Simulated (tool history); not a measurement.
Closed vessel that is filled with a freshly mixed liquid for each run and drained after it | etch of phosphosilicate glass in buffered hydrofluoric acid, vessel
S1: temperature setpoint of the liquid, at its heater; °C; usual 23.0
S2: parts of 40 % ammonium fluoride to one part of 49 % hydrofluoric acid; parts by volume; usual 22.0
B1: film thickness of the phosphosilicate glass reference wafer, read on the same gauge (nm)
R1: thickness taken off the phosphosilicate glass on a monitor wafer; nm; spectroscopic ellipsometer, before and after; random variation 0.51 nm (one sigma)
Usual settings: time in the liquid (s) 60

run 1 hour=0.0 | S1=23.0 S2=22.0 time_in_the_liquid_(s)=60 | B1=78.54 | R1=134.73
-- hour=39.3 thermometer replaced
run 2 hour=66.8 | S1=23.0 S2=22.0 time_in_the_liquid_(s)=60 | B1=78.42 | R1=134.12
-- hour=80.7 hydrofluoric acid flow meter replaced
run 3 hour=164.7 | S1=23.0 S2=22.0 time_in_the_liquid_(s)=60 | B1=78.24 | R1=133.36
-- hour=215.3 gauge calibrated
run 4 hour=240.9 | S1=26.0 S2=27.0 time_in_the_liquid_(s)=60 | B1=79.90 | R1=140.64
run 5 hour=293.5 | S1=26.0 S2=27.0 time_in_the_liquid_(s)=60 | B1=79.91 | R1=140.77
run 6 hour=385.7 | S1=22.0 S2=22.0 time_in_the_liquid_(s)=60 | B1=79.86 | R1=130.21
run 7 hour=423.7 | S1=22.0 S2=22.0 time_in_the_liquid_(s)=60 | B1=79.88 | R1=129.24
run 8 hour=465.7 | S1=22.0 S2=22.0 time_in_the_liquid_(s)=60 | B1=79.87 | R1=129.41
run 9 hour=555.6 | S1=23.0 S2=16.5 time_in_the_liquid_(s)=60 | B1=79.85 | R1=176.46
run 10 hour=592.4 | S1=23.0 S2=26.0 time_in_the_liquid_(s)=60 | B1=79.83 | R1=122.28
run 11 hour=678.3 | S1=23.0 S2=22.0 time_in_the_liquid_(s)=60 | B1=79.81 | R1=136.79
run 12 hour=730.6 | S1=23.0 S2=22.0 time_in_the_liquid_(s)=60 | B1=79.79 | R1=137.21
run 13 hour=964.5 | S1=26.0 S2=22.0 time_in_the_liquid_(s)=60 | B1=79.66 | R1=161.93
run 14 hour=1225.4 | S1=26.0 S2=22.0 time_in_the_liquid_(s)=60 | B1=79.43 | R1=161.02
-- hour=1289.8 thermometer replaced
run 15 hour=1329.5 | S1=23.0 S2=22.0 time_in_the_liquid_(s)=60 | B1=79.31 | R1=136.59
run 16 hour=1377.0 | S1=23.0 S2=22.0 time_in_the_liquid_(s)=60 | B1=79.26 | R1=136.32
run 17 hour=1454.6 | S1=19.0 S2=17.0 time_in_the_liquid_(s)=30 | B1=79.16 | R1=68.49
run 18 hour=1559.3 | S1=23.0 S2=15.5 time_in_the_liquid_(s)=80 | B1=79.10 | R1=249.30
run 19 hour=1620.5 | S1=26.5 S2=30.0 time_in_the_liquid_(s)=45 | B1=78.99 | R1=100.18
run 20 hour=1710.9 | S1=25.0 S2=25.5 time_in_the_liquid_(s)=60 | B1=78.88 | R1=137.41
run 21 hour=1751.2 | S1=18.0 S2=27.0 time_in_the_liquid_(s)=45 | B1=78.83 | R1=67.00
run 22 hour=1854.6 | S1=25.0 S2=14.5 time_in_the_liquid_(s)=95 | B1=78.67 | R1=349.78
run 23 hour=1956.0 | S1=27.5 S2=30.0 time_in_the_liquid_(s)=75 | B1=78.55 | R1=175.15
-- hour=2009.8 gauge calibrated
run 24 hour=2018.9 | S1=18.0 S2=25.5 time_in_the_liquid_(s)=95 | B1=80.17 | R1=149.01
-- hour=2027.9 hydrofluoric acid flow meter replaced
run 25 hour=2109.0 | S1=23.0 S2=15.0 time_in_the_liquid_(s)=60 | B1=80.14 | R1=195.26
run 26 hour=2204.8 | S1=23.0 S2=13.5 time_in_the_liquid_(s)=30 | B1=80.15 | R1=108.20
run 27 hour=2275.2 | S1=23.0 S2=30.0 time_in_the_liquid_(s)=60 | B1=80.12 | R1=111.05
run 28 hour=2324.3 | S1=23.0 S2=22.0 time_in_the_liquid_(s)=60 | B1=80.12 | R1=137.55
-- hour=2368.5 thermometer replaced
run 29 hour=2395.7 | S1=23.0 S2=22.0 time_in_the_liquid_(s)=60 | B1=80.11 | R1=137.00
run 30 hour=2479.8 | S1=19.5 S2=22.0 time_in_the_liquid_(s)=40 | B1=80.06 | R1=75.53
run 31 hour=2523.0 | S1=26.0 S2=27.0 time_in_the_liquid_(s)=60 | B1=80.06 | R1=140.76
run 32 hour=2621.5 | S1=23.0 S2=22.0 time_in_the_liquid_(s)=60 | B1=79.97 | R1=136.92

Hidden state or all else? Some run-to-run changes of R1, split into what the settings, what came in and random variation would give without the hidden state, and what is left for the hidden state (with any gauge scatter that isn't in both results):
The hidden state here: liquid hotter than its thermometer reads (K); hydrofluoric acid flow below the setpoint (%); gauge reads high (%).
Run 3 -> 4: S1 23.0 -> 26.0, S2 22.0 -> 27.0, gauge calibrated. R1 +7.28 nm: hidden state +2.82, all else +4.46.
Run 17 -> 18: S1 19.0 -> 23.0, S2 17.0 -> 15.5, time in the liquid (s) 30 -> 80. R1 +180.81 nm: hidden state -2.22, all else +183.03.
Run 21 -> 22: S1 18.0 -> 25.0, S2 27.0 -> 14.5, time in the liquid (s) 45 -> 95. R1 +282.78 nm: hidden state -4.89, all else +287.67.
Run 22 -> 23: S1 25.0 -> 27.5, S2 14.5 -> 30.0, time in the liquid (s) 95 -> 75. R1 -174.63 nm: hidden state +2.58, all else -177.21.
Run 23 -> 24: S1 27.5 -> 18.0, S2 30.0 -> 25.5, time in the liquid (s) 75 -> 95, gauge calibrated. R1 -26.14 nm: hidden state +3.60, all else -29.74.
